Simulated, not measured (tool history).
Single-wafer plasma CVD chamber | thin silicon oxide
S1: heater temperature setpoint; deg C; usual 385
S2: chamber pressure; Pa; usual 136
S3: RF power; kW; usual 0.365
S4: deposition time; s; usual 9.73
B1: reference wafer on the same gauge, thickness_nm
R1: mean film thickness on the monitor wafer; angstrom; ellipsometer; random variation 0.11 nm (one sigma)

run,hour,S1,S2,S3,S4,B1,R1
1,0,385,136,0.365,9.73,25.513,229.44
# hour 16.2: showerhead replaced
2,34.9,385,136,0.365,9.73,25.528,229.35
3,60.6,385,136,0.34,9.73,25.507,222.3
4,96.1,385,136,0.365,9.73,25.516,227.1
5,123.1,385,136,0.365,9.73,25.517,229.32
6,140.8,385,136,0.365,9.73,25.504,228.27
7,160.5,385,136,0.365,10.7,25.491,250
8,174.1,385,129,0.365,9.73,25.546,214.66
9,200.9,385,127,0.4,11.15,25.498,247.9
10,221.2,385,124,0.325,9.73,25.53,194.78
11,239,395,136,0.365,10.69,25.451,248.3
12,271.6,385,136,0.365,9.73,25.535,228.62
# hour 280.4: RF generator calibrated
13,284.6,385,136,0.345,9.73,25.438,222.94
14,315.8,385,136,0.39,9.73,25.547,233.91
# hour 335.3: gauge calibrated
15,346.9,379,145,0.295,10.94,25.467,248.34
# hour 357: capacitance manometer re-zeroed and calibrated
16,382.6,397,113,0.365,10.44,25.463,196.17
17,412.5,385,115,0.32,9.73,25.492,177.09
18,435.2,385,136,0.425,9.73,25.518,244.6
# hour 448.7: thermocouple changed; heater temperature recalibrated
19,451.7,385,103,0.365,9.73,25.48,156.49
20,468.7,398,136,0.365,11.28,25.492,269.29
21,485.7,398,112,0.365,9.04,25.525,165.97
22,517.2,399,136,0.3,9.73,25.476,213.57
23,531.6,385,136,0.365,9.73,25.514,231.32
24,552.9,389,160,0.39,10.43,25.526,291.21
25,574,385,136,0.315,9.73,25.54,217.9
26,599.3,372,136,0.365,11.21,25.512,269.48
27,622.6,385,136,0.365,9.73,25.516,233.16
28,639,385,136,0.365,9.73,25.508,232.58

Run 29 comes next. What will it give?
29,665.2,385,136,0.3,10.57,?,?

B1: 25.487
R1: 232.42 angstrom
Without the tool's hidden state the same run would have given R1 233.57 angstrom.
